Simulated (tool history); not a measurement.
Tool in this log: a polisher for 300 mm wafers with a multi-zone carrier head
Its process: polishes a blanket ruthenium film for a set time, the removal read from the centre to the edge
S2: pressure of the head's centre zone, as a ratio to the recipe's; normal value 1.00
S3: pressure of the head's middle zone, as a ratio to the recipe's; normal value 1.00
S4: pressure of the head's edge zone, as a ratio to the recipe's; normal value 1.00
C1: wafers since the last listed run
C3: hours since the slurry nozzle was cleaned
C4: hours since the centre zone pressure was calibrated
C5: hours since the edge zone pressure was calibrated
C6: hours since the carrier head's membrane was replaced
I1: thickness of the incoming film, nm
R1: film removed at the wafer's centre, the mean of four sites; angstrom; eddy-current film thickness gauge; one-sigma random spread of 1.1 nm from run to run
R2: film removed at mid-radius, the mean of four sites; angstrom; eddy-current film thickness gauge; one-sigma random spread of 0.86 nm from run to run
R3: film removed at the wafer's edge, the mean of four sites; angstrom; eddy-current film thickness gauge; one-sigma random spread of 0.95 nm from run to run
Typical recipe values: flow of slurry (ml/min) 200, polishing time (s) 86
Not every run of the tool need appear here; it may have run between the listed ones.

{"run": 1, "hour": 0.0, "flow of slurry (ml/min)": 200, "S2": 0.93, "S3": 0.93, "S4": 1.0, "polishing time (s)": 86, "C1": 0, "wafers polished on this pad": 212, "C3": 251.4, "C4": 143.5, "C5": 404.2, "C6": 542.5, "I1": 316.6, "R1": 880, "R2": 885, "R3": 898}
{"run": 2, "hour": 24.5, "flow of slurry (ml/min)": 200, "S2": 1.0, "S3": 1.0, "S4": 1.0, "polishing time (s)": 86, "C1": 182, "wafers polished on this pad": 394, "C3": 275.9, "C4": 168.0, "C5": 428.7, "C6": 567.0, "I1": 320.2, "R1": 952, "R2": 940, "R3": 903}
{"run": 3, "hour": 57.8, "flow of slurry (ml/min)": 200, "S2": 1.0, "S3": 1.0, "S4": 1.0, "polishing time (s)": 86, "C1": 248, "wafers polished on this pad": 643, "C3": 309.2, "C4": 201.3, "C5": 462.0, "C6": 600.3, "I1": 316.2, "R1": 945, "R2": 941, "R3": 893}
{"run": 4, "hour": 75.4, "flow of slurry (ml/min)": 200, "S2": 1.0, "S3": 1.0, "S4": 1.0, "polishing time (s)": 86, "C1": 131, "wafers polished on this pad": 774, "C3": 326.8, "C4": 218.9, "C5": 479.6, "C6": 617.9, "I1": 320.6, "R1": 969, "R2": 941, "R3": 900}
{"run": 5, "hour": 109.9, "flow of slurry (ml/min)": 200, "S2": 1.04, "S3": 1.0, "S4": 1.0, "polishing time (s)": 86, "C1": 257, "wafers polished on this pad": 1031, "C3": 361.3, "C4": 253.4, "C5": 514.1, "C6": 652.4, "I1": 318.9, "R1": 1004, "R2": 936, "R3": 897}
{"run": 6, "hour": 125.5, "flow of slurry (ml/min)": 200, "S2": 1.04, "S3": 1.0, "S4": 1.0, "polishing time (s)": 86, "C1": 116, "wafers polished on this pad": 1148, "C3": 376.9, "C4": 269.0, "C5": 529.7, "C6": 668.0, "I1": 324.1, "R1": 976, "R2": 950, "R3": 890}
{"hour": 140.7, "done": "worn pad replaced by a new one, of another model than before"}
{"run": 7, "hour": 183.2, "flow of slurry (ml/min)": 200, "S2": 1.04, "S3": 1.0, "S4": 1.0, "polishing time (s)": 86, "C1": 400, "wafers polished on this pad": 316, "C3": 434.6, "C4": 326.7, "C5": 587.4, "C6": 725.7, "I1": 322.4, "R1": 1000, "R2": 944, "R3": 907}
{"hour": 206.2, "done": "edge zone pressure recalibrated"}
{"run": 8, "hour": 210.0, "flow of slurry (ml/min)": 180, "S2": 1.0, "S3": 1.0, "S4": 1.0, "polishing time (s)": 86, "C1": 184, "wafers polished on this pad": 501, "C3": 461.4, "C4": 353.5, "C5": 3.8, "C6": 752.5, "I1": 314.3, "R1": 962, "R2": 935, "R3": 918}
{"run": 9, "hour": 240.8, "flow of slurry (ml/min)": 180, "S2": 1.0, "S3": 1.0, "S4": 1.0, "polishing time (s)": 86, "C1": 229, "wafers polished on this pad": 731, "C3": 492.2, "C4": 384.3, "C5": 34.6, "C6": 783.3, "I1": 315.2, "R1": 987, "R2": 951, "R3": 903}
{"hour": 264.2, "done": "carrier head's membrane replaced by a new one"}
{"run": 10, "hour": 266.8, "flow of slurry (ml/min)": 200, "S2": 1.0, "S3": 1.0, "S4": 0.92, "polishing time (s)": 86, "C1": 156, "wafers polished on this pad": 887, "C3": 518.2, "C4": 410.3, "C5": 60.6, "C6": 2.6, "I1": 319.5, "R1": 992, "R2": 956, "R3": 882}
{"run": 11, "hour": 292.2, "flow of slurry (ml/min)": 135, "S2": 1.0, "S3": 1.0, "S4": 0.93, "polishing time (s)": 110, "C1": 189, "wafers polished on this pad": 1077, "C3": 543.6, "C4": 435.7, "C5": 86.0, "C6": 28.0, "I1": 324.9, "R1": 1202, "R2": 1186, "R3": 1086}
{"hour": 294.6, "done": "slurry nozzle cleaned"}
{"run": 12, "hour": 327.9, "flow of slurry (ml/min)": 250, "S2": 1.0, "S3": 0.89, "S4": 1.0, "polishing time (s)": 86, "C1": 258, "wafers polished on this pad": 1335, "C3": 33.3, "C4": 471.4, "C5": 121.7, "C6": 63.7, "I1": 323.7, "R1": 1016, "R2": 880, "R3": 896}
{"hour": 347.1, "done": "worn pad replaced by a new one"}
{"run": 13, "hour": 361.1, "flow of slurry (ml/min)": 200, "S2": 1.0, "S3": 1.0, "S4": 0.89, "polishing time (s)": 86, "C1": 217, "wafers polished on this pad": 104, "C3": 66.5, "C4": 504.6, "C5": 154.9, "C6": 96.9, "I1": 323.4, "R1": 992, "R2": 946, "R3": 856}
{"hour": 370.1, "done": "centre zone pressure recalibrated"}
{"run": 14, "hour": 375.1, "flow of slurry (ml/min)": 200, "S2": 1.0, "S3": 1.0, "S4": 1.0, "polishing time (s)": 86, "C1": 89, "wafers polished on this pad": 193, "C3": 80.5, "C4": 5.0, "C5": 168.9, "C6": 110.9, "I1": 324.1, "R1": 949, "R2": 959, "R3": 883}
{"run": 15, "hour": 396.2, "flow of slurry (ml/min)": 200, "S2": 1.0, "S3": 0.89, "S4": 1.0, "polishing time (s)": 86, "C1": 157, "wafers polished on this pad": 351, "C3": 101.6, "C4": 26.1, "C5": 190.0, "C6": 132.0, "I1": 320.4, "R1": 942, "R2": 876, "R3": 910}
{"run": 16, "hour": 418.8, "flow of slurry (ml/min)": 260, "S2": 0.94, "S3": 1.0, "S4": 1.0, "polishing time (s)": 110, "C1": 168, "wafers polished on this pad": 519, "C3": 124.2, "C4": 48.7, "C5": 212.6, "C6": 154.6, "I1": 324.9, "R1": 1161, "R2": 1238, "R3": 1175}
{"run": 17, "hour": 442.2, "flow of slurry (ml/min)": 200, "S2": 1.0, "S3": 1.0, "S4": 0.9, "polishing time (s)": 86, "C1": 174, "wafers polished on this pad": 694, "C3": 147.6, "C4": 72.1, "C5": 236.0, "C6": 178.0, "I1": 321.7, "R1": 973, "R2": 953, "R3": 861}
{"run": 18, "hour": 455.5, "flow of slurry (ml/min)": 200, "S2": 1.0, "S3": 1.0, "S4": 1.0, "polishing time (s)": 86, "C1": 99, "wafers polished on this pad": 793, "C3": 160.9, "C4": 85.4, "C5": 249.3, "C6": 191.3, "I1": 323.8, "R1": 951, "R2": 951, "R3": 914}
{"run": 19, "hour": 481.1, "flow of slurry (ml/min)": 200, "S2": 1.0, "S3": 1.0, "S4": 1.0, "polishing time (s)": 113, "C1": 190, "wafers polished on this pad": 984, "C3": 186.5, "C4": 111.0, "C5": 274.9, "C6": 216.9, "I1": 321.1, "R1": 1245, "R2": 1235, "R3": 1187}
{"run": 20, "hour": 507.0, "flow of slurry (ml/min)": 200, "S2": 1.08, "S3": 1.0, "S4": 1.0, "polishing time (s)": 63, "C1": 193, "wafers polished on this pad": 1177, "C3": 212.4, "C4": 136.9, "C5": 300.8, "C6": 242.8, "I1": 323.5, "R1": 728, "R2": 696, "R3": 665}
{"run": 21, "hour": 542.3, "flow of slurry (ml/min)": 160, "S2": 1.0, "S3": 1.0, "S4": 1.0, "polishing time (s)": 86, "C1": 263, "wafers polished on this pad": 1440, "C3": 247.7, "C4": 172.2, "C5": 336.1, "C6": 278.1, "I1": 319.7, "R1": 938, "R2": 925, "R3": 879}

Predict each of these 4 candidate next runs independently; none follows another, all start after run 21:
{"run": "A", "hour": 542.7, "flow of slurry (ml/min)": 200, "S2": 1.0, "S3": 0.91, "S4": 1.0, "polishing time (s)": 86, "C1": 2, "wafers polished on this pad": 1443, "C3": 248.1, "C4": 172.6, "C5": 336.5, "C6": 278.5, "I1": 318.0, "R1": "?", "R2": "?", "R3": "?"}
{"run": "B", "hour": 542.7, "flow of slurry (ml/min)": 200, "S2": 1.0, "S3": 1.06, "S4": 1.0, "polishing time (s)": 86, "C1": 2, "wafers polished on this pad": 1443, "C3": 248.1, "C4": 172.6, "C5": 336.5, "C6": 278.5, "I1": 318.0, "R1": "?", "R2": "?", "R3": "?"}
{"run": "C", "hour": 542.7, "flow of slurry (ml/min)": 200, "S2": 1.0, "S3": 1.0, "S4": 1.04, "polishing time (s)": 86, "C1": 2, "wafers polished on this pad": 1443, "C3": 248.1, "C4": 172.6, "C5": 336.5, "C6": 278.5, "I1": 318.0, "R1": "?", "R2": "?", "R3": "?"}
{"run": "D", "hour": 542.7, "flow of slurry (ml/min)": 235, "S2": 1.0, "S3": 0.9, "S4": 0.93, "polishing time (s)": 102, "C1": 2, "wafers polished on this pad": 1443, "C3": 248.1, "C4": 172.6, "C5": 336.5, "C6": 278.5, "I1": 318.0, "R1": "?", "R2": "?", "R3": "?"}

run=A R1=968 R2=865 R3=903
run=B R1=969 R2=983 R3=902
run=C R1=969 R2=936 R3=920
run=D R1=1164 R2=1029 R3=1045
Had the tool no hidden state, the same runs would have come out as:
run=A R1=962 R2=865 R3=903
run=B R1=963 R2=983 R3=902
run=C R1=962 R2=936 R3=920
run=D R1=1156 R2=1029 R3=1045

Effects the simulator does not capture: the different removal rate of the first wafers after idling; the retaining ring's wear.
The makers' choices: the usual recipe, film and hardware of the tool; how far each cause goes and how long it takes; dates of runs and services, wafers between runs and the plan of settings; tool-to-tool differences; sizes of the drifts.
